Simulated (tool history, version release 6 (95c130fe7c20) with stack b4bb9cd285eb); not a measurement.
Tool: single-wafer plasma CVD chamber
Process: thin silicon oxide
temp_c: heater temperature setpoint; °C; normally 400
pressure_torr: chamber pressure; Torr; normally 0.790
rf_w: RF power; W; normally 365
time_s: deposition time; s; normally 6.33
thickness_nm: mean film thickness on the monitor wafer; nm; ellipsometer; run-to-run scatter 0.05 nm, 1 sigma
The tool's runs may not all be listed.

run	day	temp_c	pressure_torr	rf_w	time_s	wafers since the last listed run	hours since the last thermocouple change	hours since the last RF generator calibration	hours since the last manometer calibration	hours since the showerhead was replaced	hours since the gauge calibration	read-back reference wafer on the same gauge, thickness_nm	thickness_nm
1	0.000	400	0.790	365	6.33	0	1392.5	1034.1	1129.4	7504.6	807.5	10.097	12.035
2	2.846	400	0.790	365	6.66	2187	1460.8	1102.4	1197.7	7572.9	875.8	10.102	12.697
# day 5.775: showerhead replaced
3	5.796	400	0.790	365	6.66	2011	1531.6	1173.2	1268.5	0.5	946.6	10.105	12.672
4	7.771	400	0.790	310	6.33	1518	1579.0	1220.6	1315.9	47.9	994.0	10.124	11.004
5	9.517	400	0.790	365	6.33	1341	1620.9	1262.5	1357.8	89.8	1035.9	10.085	11.912
6	10.538	400	0.790	415	6.33	784	1645.4	1287.0	1382.3	114.3	1060.4	10.121	12.675
7	12.608	400	0.790	365	6.33	1591	1695.1	1336.7	1432.0	164.0	1110.1	10.099	11.946
8	15.304	413	0.863	320	6.33	2072	1759.8	1401.4	1496.7	228.7	1174.8	10.099	11.661
# day 16.192: capacitance manometer re-zeroed and calibrated
9	17.079	400	0.790	365	6.33	1108	1802.4	1444.0	21.3	271.3	1217.4	10.086	11.877
# day 18.550: RF generator calibrated
10	20.025	392	0.631	295	5.59	2008	1873.1	35.4	92.0	342.0	1288.1	10.104	8.612
11	22.088	413	0.863	320	6.33	1585	1922.6	84.9	141.5	391.5	1337.6	10.108	12.170
12	24.550	411	0.851	365	6.33	1892	1981.7	144.0	200.6	450.6	1396.7	10.092	12.863
13	26.079	394	0.946	395	7.42	1175	2018.4	180.7	237.3	487.3	1433.4	10.096	16.641
14	28.308	391	0.665	305	5.70	1713	2071.9	234.2	290.8	540.8	1486.9	10.102	9.288
# day 28.442: gauge calibrated
# day 29.875: thermocouple changed; heater temperature recalibrated
15	31.004	400	0.790	420	6.33	1815	27.1	298.9	355.5	605.5	61.5	10.099	13.076
16	32.542	400	0.728	365	6.33	1181	64.0	335.8	392.4	642.4	98.4	10.097	11.713
17	40.583	400	0.790	365	6.33	6181	257.0	528.8	585.4	835.4	291.4	10.109	12.240
18	43.117	400	0.790	365	6.33	1947	317.8	589.6	646.2	896.2	352.2	10.093	12.355
19	45.754	392	0.729	400	7.30	2027	381.1	652.9	709.5	959.5	415.5	10.111	13.948
20	48.242	408	0.951	365	6.72	1912	440.8	712.6	769.2	1019.2	475.2	10.109	14.351
21	50.262	400	0.596	385	6.33	1553	489.3	761.1	817.7	1067.7	523.7	10.100	10.488
22	52.254	387	0.790	435	6.83	1530	537.1	808.9	865.5	1115.5	571.5	10.116	14.263
23	53.458	394	0.790	300	6.33	925	566.0	837.8	894.4	1144.4	600.4	10.104	11.191
24	55.183	400	0.790	365	6.33	1325	607.4	879.2	935.8	1185.8	641.8	10.100	12.237
25	57.979	400	0.790	365	6.33	2149	674.5	946.3	1002.9	1252.9	708.9	10.096	12.134
26	60.862	400	0.948	340	5.29	2216	743.7	1015.5	1072.1	1322.1	778.1	10.102	10.879
27	61.975	412	0.790	365	6.33	855	770.4	1042.2	1098.8	1348.8	804.8	10.110	12.050
28	66.725	388	0.790	365	5.76	3651	884.4	1156.2	1212.8	1462.8	918.8	10.096	11.083

What if the next run were any one of these 4? Each begins from the tool's condition after run 28:
A	66.742	400	0.790	365	6.33	12	884.8	1156.6	1213.2	1463.2	919.2	?	?
B	66.742	400	0.684	430	5.43	12	884.8	1156.6	1213.2	1463.2	919.2	?	?
C	66.742	400	0.790	345	7.23	12	884.8	1156.6	1213.2	1463.2	919.2	?	?
D	66.742	414	0.790	365	5.89	12	884.8	1156.6	1213.2	1463.2	919.2	?	?

run	read-back reference wafer on the same gauge, thickness_nm	thickness_nm
A	10.083	11.996
B	10.083	10.096
C	10.083	13.345
D	10.083	11.074
Without the tool's hidden state the same runs would have given:
run	thickness_nm
A	12.299
B	10.333
C	13.692
D	11.354
